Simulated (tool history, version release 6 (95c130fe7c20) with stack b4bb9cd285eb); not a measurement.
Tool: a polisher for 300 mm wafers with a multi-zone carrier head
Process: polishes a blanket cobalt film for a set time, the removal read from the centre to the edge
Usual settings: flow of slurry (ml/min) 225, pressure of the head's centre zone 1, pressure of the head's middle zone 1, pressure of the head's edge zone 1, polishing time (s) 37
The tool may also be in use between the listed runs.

run,hour,flow of slurry (ml/min),pressure of the head's centre zone,pressure of the head's middle zone,pressure of the head's edge zone,polishing time (s),wafers since the last listed run,wafers polished on this pad,hours since the slurry nozzle was cleaned,hours since the centre zone pressure was calibrated,hours since the edge zone pressure was calibrated,hours since the carrier head's membrane was replaced,"incoming thickness of the incoming film, nm",film removed at the wafer's centre (angstrom),film removed at mid-radius (angstrom),film removed at the wafer's edge (angstrom)
1,0,225,1,1,1,37,0,1219,682.6,525.1,211.1,695.7,758.8,1151,1136,1151
2,17.2,225,1,1,1,37,293,1512,699.8,542.3,228.3,712.9,762.5,1166,1126,1141
3,31.1,225,1,1,1,37,237,1750,713.7,556.2,242.2,726.8,753.7,1159,1100,1140
# hour 37: worn pad replaced by a new one
# hour 45.5: carrier head's membrane replaced by a new one
4,46,170,1,1,0.91,37,100,68,728.6,571.1,257.1,0.5,769,1129,1108,1067
5,59.6,225,1,1,1.09,37,232,300,742.2,584.7,270.7,14.1,765,1194,1134,1158
# hour 63.1: edge zone pressure recalibrated
6,74.2,225,1,1,1,37,215,515,756.8,599.3,11.1,28.7,757.6,1180,1132,1152
7,86.8,225,0.94,1.04,1.07,37,215,730,769.4,611.9,23.7,41.3,761.5,1109,1179,1153
8,98.2,300,1.07,0.9,1,31,194,925,780.8,623.3,35.1,52.7,745.5,1088,901,987
# hour 102.7: slurry nozzle cleaned
9,110.1,195,1,1.08,1.05,37,186,1111,7.4,635.2,47,64.6,756.3,1143,1212,1136
# hour 120.7: worn pad replaced by a new one
10,148.5,225,1.05,1,0.92,37,587,474,45.8,673.6,85.4,103,761.7,1198,1169,1085
11,158,160,1,0.97,0.9,47,162,636,55.3,683.1,94.9,112.5,766.3,1446,1365,1290
12,167.5,225,0.9,1,1,45,162,798,64.8,692.6,104.4,122,759,1265,1389,1375
13,178,190,1,1,1,44,179,978,75.3,703.1,114.9,132.5,752.6,1361,1319,1329
14,191.2,225,1,1,1,37,225,1203,88.5,716.3,128.1,145.7,756.5,1155,1160,1148
# hour 195.9: centre zone pressure recalibrated
# hour 210: worn pad replaced by a new one
15,210.5,170,1,0.92,1.03,37,227,7,107.8,14.6,147.4,165,769.8,1104,1035,1110
16,224.8,225,0.93,1,1.09,37,244,251,122.1,28.9,161.7,179.3,744.8,1076,1162,1178
17,239.9,170,1,1,1,37,257,509,137.2,44,176.8,194.4,765.3,1096,1128,1116
18,250.7,225,0.88,1,0.97,37,184,694,148,54.8,187.6,205.2,771.8,1052,1129,1113
19,259.5,295,1,1,0.88,37,150,844,156.8,63.6,196.4,214,762,1198,1141,1089
20,276.5,290,1,0.95,1.05,47,290,1134,173.8,80.6,213.4,231,759,1535,1440,1510
21,290.2,185,0.89,1,0.93,37,233,1368,187.5,94.3,227.1,244.7,760.8,1019,1133,1093
22,298.4,225,0.89,1.05,1,32,140,1508,195.7,102.5,235.3,252.9,764.6,938,1043,945
# hour 308.4: worn pad replaced by a new one
23,308.9,195,1,1.08,1.05,37,110,8,206.2,113,245.8,263.4,753.5,1175,1191,1124

The tool's hidden state at each run:
removal rate lost through wear of the pad, %: 0 in every run
slurry flow missing at the pad, %: 0 in every run
deviation of the centre zone's pressure from its setpoint, %: 0 in every run
deviation of the edge zone's pressure from its setpoint, %: 0 in every run
